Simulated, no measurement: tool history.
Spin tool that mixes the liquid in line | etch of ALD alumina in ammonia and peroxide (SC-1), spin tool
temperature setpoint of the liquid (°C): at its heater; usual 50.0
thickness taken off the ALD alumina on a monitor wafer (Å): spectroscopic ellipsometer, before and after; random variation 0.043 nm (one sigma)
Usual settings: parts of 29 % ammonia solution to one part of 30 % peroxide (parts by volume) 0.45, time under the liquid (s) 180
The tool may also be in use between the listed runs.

| run | day | temperature setpoint of the liquid (°C) | parts of 29 % ammonia solution to one part of 30 % peroxide (parts by volume) | time under the liquid (s) | read-back film thickness of the ALD alumina reference wafer, read on the same gauge (nm) | thickness taken off the ALD alumina on a monitor wafer (Å) |
|---|---|---|---|---|---|---|
| 1 | 0.000 | 50.0 | 0.45 | 180 | 30.04 | 98.7 |
| 2 | 0.838 | 50.0 | 0.45 | 180 | 30.01 | 98.5 |
| 3 | 1.408 | 50.0 | 0.45 | 180 | 30.00 | 98.3 |
| 4 | 2.096 | 46.0 | 0.45 | 180 | 29.99 | 78.7 |
| 5 | 2.804 | 46.0 | 0.45 | 180 | 30.01 | 79.1 |
| 6 | 4.021 | 50.0 | 0.45 | 180 | 30.04 | 98.3 |
|  | 5.121 | thermometer replaced |
| 7 | 5.150 | 50.0 | 0.45 | 180 | 30.00 | 98.2 |
| 8 | 5.729 | 50.0 | 0.45 | 180 | 30.02 | 97.7 |
| 9 | 6.988 | 42.5 | 0.30 | 145 | 30.07 | 49.7 |
| 10 | 7.579 | 45.0 | 0.50 | 140 | 29.98 | 58.3 |
| 11 | 8.908 | 54.0 | 0.30 | 180 | 30.01 | 117.6 |
|  | 9.154 | gauge calibrated |
| 12 | 9.962 | 50.0 | 0.45 | 180 | 29.97 | 98.2 |
|  | 10.508 | new drum of ammonia solution connected |
| 13 | 10.829 | 50.0 | 0.45 | 180 | 30.00 | 98.0 |
| 14 | 11.721 | 50.0 | 0.45 | 180 | 29.99 | 97.2 |
| 15 | 12.738 | 44.5 | 0.25 | 230 | 30.00 | 87.8 |
| 16 | 13.958 | 50.0 | 0.50 | 85 | 29.95 | 46.9 |
|  | 15.225 | heated supply line repaired |
| 17 | 15.246 | 54.5 | 0.60 | 180 | 29.99 | 128.6 |
| 18 | 16.329 | 40.0 | 0.50 | 275 | 30.01 | 86.4 |
| 19 | 17.150 | 50.0 | 0.45 | 180 | 29.97 | 98.1 |
| 20 | 18.617 | 41.0 | 0.45 | 240 | 29.97 | 79.1 |
| 21 | 19.621 | 50.0 | 0.40 | 180 | 30.00 | 96.9 |
| 22 | 21.033 | 50.0 | 0.55 | 95 | 30.01 | 52.9 |
| 23 | 22.521 | 56.5 | 0.45 | 235 | 30.00 | 182.9 |
| 24 | 23.358 | 50.0 | 0.60 | 230 | 30.00 | 129.6 |
| 25 | 23.896 | 40.5 | 0.60 | 220 | 30.00 | 72.3 |

Forecast each of these 4 alternatives for the next run:
| A | 23.917 | 53.5 | 0.45 | 180 | ? | ? |
| B | 23.917 | 50.0 | 0.65 | 230 | ? | ? |
| C | 23.917 | 41.0 | 0.35 | 180 | ? | ? |
| D | 23.917 | 50.0 | 0.55 | 130 | ? | ? |

| run | read-back film thickness of the ALD alumina reference wafer, read on the same gauge (nm) | thickness taken off the ALD alumina on a monitor wafer (Å) |
|---|---|---|
| A | 30.01 | 118.9 |
| B | 30.01 | 130.1 |
| C | 30.01 | 57.6 |
| D | 30.01 | 72.4 |
Without the tool's hidden state the same runs would have given:
| run | thickness taken off the ALD alumina on a monitor wafer (Å) |
|---|---|
| A | 118.9 |
| B | 130.1 |
| C | 57.6 |
| D | 72.4 |

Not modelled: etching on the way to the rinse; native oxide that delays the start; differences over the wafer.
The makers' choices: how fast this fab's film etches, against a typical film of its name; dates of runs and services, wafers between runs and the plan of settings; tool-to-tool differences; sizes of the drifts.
